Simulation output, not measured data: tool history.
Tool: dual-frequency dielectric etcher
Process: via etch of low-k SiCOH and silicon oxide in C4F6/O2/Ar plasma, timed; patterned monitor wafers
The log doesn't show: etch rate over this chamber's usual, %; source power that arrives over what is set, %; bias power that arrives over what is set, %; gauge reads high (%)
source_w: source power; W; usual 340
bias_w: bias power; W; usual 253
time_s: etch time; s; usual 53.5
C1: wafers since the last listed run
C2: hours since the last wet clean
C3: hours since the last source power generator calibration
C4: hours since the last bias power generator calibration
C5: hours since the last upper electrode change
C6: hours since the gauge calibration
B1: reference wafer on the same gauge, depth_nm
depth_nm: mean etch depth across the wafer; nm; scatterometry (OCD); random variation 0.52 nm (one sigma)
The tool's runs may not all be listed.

{"run": 1, "hour": 0.0, "source_w": 340, "bias_w": 253, "time_s": 53.5, "C1": 0, "C2": 277.6, "C3": 254.3, "C4": 2258.8, "C5": 4567.6, "C6": 471.5, "B1": 161.1, "depth_nm": 182.1}
{"run": 2, "hour": 58.0, "source_w": 340, "bias_w": 253, "time_s": 57, "C1": 861, "C2": 335.6, "C3": 312.3, "C4": 2316.8, "C5": 4625.6, "C6": 529.5, "B1": 160.9, "depth_nm": 194.3}
{"run": 3, "hour": 118.6, "source_w": 300, "bias_w": 253, "time_s": 49, "C1": 900, "C2": 396.2, "C3": 372.9, "C4": 2377.4, "C5": 4686.2, "C6": 590.1, "B1": 161, "depth_nm": 160}
{"hour": 164.2, "done": "wet clean of the chamber"}
{"run": 4, "hour": 164.7, "source_w": 300, "bias_w": 253, "time_s": 49, "C1": 328, "C2": 0.5, "C3": 419, "C4": 2423.5, "C5": 4732.3, "C6": 636.2, "B1": 161, "depth_nm": 160.7}
{"run": 5, "hour": 199.5, "source_w": 300, "bias_w": 253, "time_s": 49, "C1": 517, "C2": 35.3, "C3": 453.8, "C4": 2458.3, "C5": 4767.1, "C6": 671, "B1": 161.1, "depth_nm": 160.1}
{"run": 6, "hour": 248.7, "source_w": 340, "bias_w": 253, "time_s": 53.5, "C1": 731, "C2": 84.5, "C3": 503, "C4": 2507.5, "C5": 4816.3, "C6": 720.2, "B1": 161, "depth_nm": 181.7}
{"run": 7, "hour": 298.4, "source_w": 340, "bias_w": 253, "time_s": 53.5, "C1": 738, "C2": 134.2, "C3": 552.7, "C4": 2557.2, "C5": 4866, "C6": 769.9, "B1": 161, "depth_nm": 182.6}
{"run": 8, "hour": 356.1, "source_w": 340, "bias_w": 253, "time_s": 53.5, "C1": 857, "C2": 191.9, "C3": 610.4, "C4": 2614.9, "C5": 4923.7, "C6": 827.6, "B1": 161, "depth_nm": 181.9}
{"run": 9, "hour": 427.9, "source_w": 340, "bias_w": 253, "time_s": 53.5, "C1": 1066, "C2": 263.7, "C3": 682.2, "C4": 2686.7, "C5": 4995.5, "C6": 899.4, "B1": 161, "depth_nm": 180.7}
{"run": 10, "hour": 484.5, "source_w": 340, "bias_w": 253, "time_s": 53.5, "C1": 841, "C2": 320.3, "C3": 738.8, "C4": 2743.3, "C5": 5052.1, "C6": 956, "B1": 160.9, "depth_nm": 181.6}
{"run": 11, "hour": 552.5, "source_w": 340, "bias_w": 253, "time_s": 53.5, "C1": 1010, "C2": 388.3, "C3": 806.8, "C4": 2811.3, "C5": 5120.1, "C6": 1024, "B1": 161.1, "depth_nm": 181.5}
{"hour": 611.9, "done": "bias power generator calibrated"}
{"run": 12, "hour": 615.1, "source_w": 280, "bias_w": 209, "time_s": 53.5, "C1": 870, "C2": 450.9, "C3": 869.4, "C4": 3.2, "C5": 5182.7, "C6": 1086.6, "B1": 160.9, "depth_nm": 166.4}
{"hour": 673.3, "done": "wet clean of the chamber"}
{"run": 13, "hour": 682.8, "source_w": 270, "bias_w": 308, "time_s": 64, "C1": 649, "C2": 9.5, "C3": 937.1, "C4": 70.9, "C5": 5250.4, "C6": 1154.3, "B1": 161, "depth_nm": 209.6}
{"run": 14, "hour": 721.8, "source_w": 340, "bias_w": 253, "time_s": 43, "C1": 579, "C2": 48.5, "C3": 976.1, "C4": 109.9, "C5": 5289.4, "C6": 1193.3, "B1": 161.1, "depth_nm": 145.2}
{"run": 15, "hour": 753.6, "source_w": 340, "bias_w": 253, "time_s": 46.5, "C1": 472, "C2": 80.3, "C3": 1007.9, "C4": 141.7, "C5": 5321.2, "C6": 1225.1, "B1": 161, "depth_nm": 157.6}
{"run": 16, "hour": 800.5, "source_w": 340, "bias_w": 253, "time_s": 53.5, "C1": 696, "C2": 127.2, "C3": 1054.8, "C4": 188.6, "C5": 5368.1, "C6": 1272, "B1": 161.1, "depth_nm": 180.7}
{"run": 17, "hour": 832.3, "source_w": 340, "bias_w": 253, "time_s": 45.5, "C1": 472, "C2": 159, "C3": 1086.6, "C4": 220.4, "C5": 5399.9, "C6": 1303.8, "B1": 161, "depth_nm": 153.5}
{"run": 18, "hour": 860.5, "source_w": 340, "bias_w": 310, "time_s": 53.5, "C1": 419, "C2": 187.2, "C3": 1114.8, "C4": 248.6, "C5": 5428.1, "C6": 1332, "B1": 161, "depth_nm": 188.1}
{"run": 19, "hour": 919.5, "source_w": 340, "bias_w": 236, "time_s": 43.5, "C1": 876, "C2": 246.2, "C3": 1173.8, "C4": 307.6, "C5": 5487.1, "C6": 1391, "B1": 161, "depth_nm": 145}
{"hour": 960.3, "done": "gauge calibrated"}
{"hour": 1015.8, "done": "upper electrode replaced"}
{"run": 20, "hour": 1062.3, "source_w": 340, "bias_w": 253, "time_s": 53.5, "C1": 1765, "C2": 389, "C3": 1316.6, "C4": 450.4, "C5": 46.5, "C6": 102, "B1": 160.9, "depth_nm": 180.1}
{"hour": 1071.6, "done": "source power generator calibrated"}
{"run": 21, "hour": 1090.3, "source_w": 340, "bias_w": 253, "time_s": 40, "C1": 356, "C2": 417, "C3": 18.7, "C4": 478.4, "C5": 74.5, "C6": 130, "B1": 161, "depth_nm": 136}
{"run": 22, "hour": 1142.8, "source_w": 340, "bias_w": 253, "time_s": 53.5, "C1": 780, "C2": 469.5, "C3": 71.2, "C4": 530.9, "C5": 127, "C6": 182.5, "B1": 161.2, "depth_nm": 181.7}
{"run": 23, "hour": 1195.8, "source_w": 310, "bias_w": 283, "time_s": 41.5, "C1": 787, "C2": 522.5, "C3": 124.2, "C4": 583.9, "C5": 180, "C6": 235.5, "B1": 161, "depth_nm": 139.3}
{"hour": 1247.7, "done": "wet clean of the chamber"}
{"run": 24, "hour": 1256.2, "source_w": 340, "bias_w": 253, "time_s": 38, "C1": 540, "C2": 8.5, "C3": 184.6, "C4": 644.3, "C5": 240.4, "C6": 295.9, "B1": 161, "depth_nm": 129}
{"run": 25, "hour": 1307.3, "source_w": 340, "bias_w": 253, "time_s": 53.5, "C1": 759, "C2": 59.6, "C3": 235.7, "C4": 695.4, "C5": 291.5, "C6": 347, "B1": 161, "depth_nm": 181.8}
{"run": 26, "hour": 1336.1, "source_w": 280, "bias_w": 253, "time_s": 64.5, "C1": 427, "C2": 88.4, "C3": 264.5, "C4": 724.2, "C5": 320.3, "C6": 375.8, "B1": 161.1, "depth_nm": 206.2}
{"run": 27, "hour": 1366.8, "source_w": 340, "bias_w": 253, "time_s": 53.5, "C1": 456, "C2": 119.1, "C3": 295.2, "C4": 754.9, "C5": 351, "C6": 406.5, "B1": 161.1, "depth_nm": 181.5}
{"run": 28, "hour": 1414.4, "source_w": 290, "bias_w": 291, "time_s": 62.5, "C1": 707, "C2": 166.7, "C3": 342.8, "C4": 802.5, "C5": 398.6, "C6": 454.1, "B1": 160.9, "depth_nm": 207.5}
{"run": 29, "hour": 1446.4, "source_w": 340, "bias_w": 253, "time_s": 53.5, "C1": 475, "C2": 198.7, "C3": 374.8, "C4": 834.5, "C5": 430.6, "C6": 486.1, "B1": 161, "depth_nm": 181}

Forecast each of these 5 alternatives for the next run:
{"run": "A", "hour": 1446.8, "source_w": 340, "bias_w": 253, "time_s": 53.5, "C1": 5, "C2": 199.1, "C3": 375.2, "C4": 834.9, "C5": 431, "C6": 486.5, "B1": "?", "depth_nm": "?"}
{"run": "B", "hour": 1446.8, "source_w": 370, "bias_w": 306, "time_s": 43, "C1": 5, "C2": 199.1, "C3": 375.2, "C4": 834.9, "C5": 431, "C6": 486.5, "B1": "?", "depth_nm": "?"}
{"run": "C", "hour": 1446.8, "source_w": 280, "bias_w": 278, "time_s": 53.5, "C1": 5, "C2": 199.1, "C3": 375.2, "C4": 834.9, "C5": 431, "C6": 486.5, "B1": "?", "depth_nm": "?"}
{"run": "D", "hour": 1446.8, "source_w": 380, "bias_w": 253, "time_s": 53.5, "C1": 5, "C2": 199.1, "C3": 375.2, "C4": 834.9, "C5": 431, "C6": 486.5, "B1": "?", "depth_nm": "?"}
{"run": "E", "hour": 1446.8, "source_w": 340, "bias_w": 211, "time_s": 53.5, "C1": 5, "C2": 199.1, "C3": 375.2, "C4": 834.9, "C5": 431, "C6": 486.5, "B1": "?", "depth_nm": "?"}

run=A B1=160.9 depth_nm=182.6
run=B B1=160.9 depth_nm=156.1
run=C B1=160.9 depth_nm=174.5
run=D B1=160.9 depth_nm=189.3
run=E B1=160.9 depth_nm=177.3
Without the tool's hidden state the same runs would have given:
run=A depth_nm=183.4
run=B depth_nm=156.7
run=C depth_nm=175.3
run=D depth_nm=190.1
run=E depth_nm=178
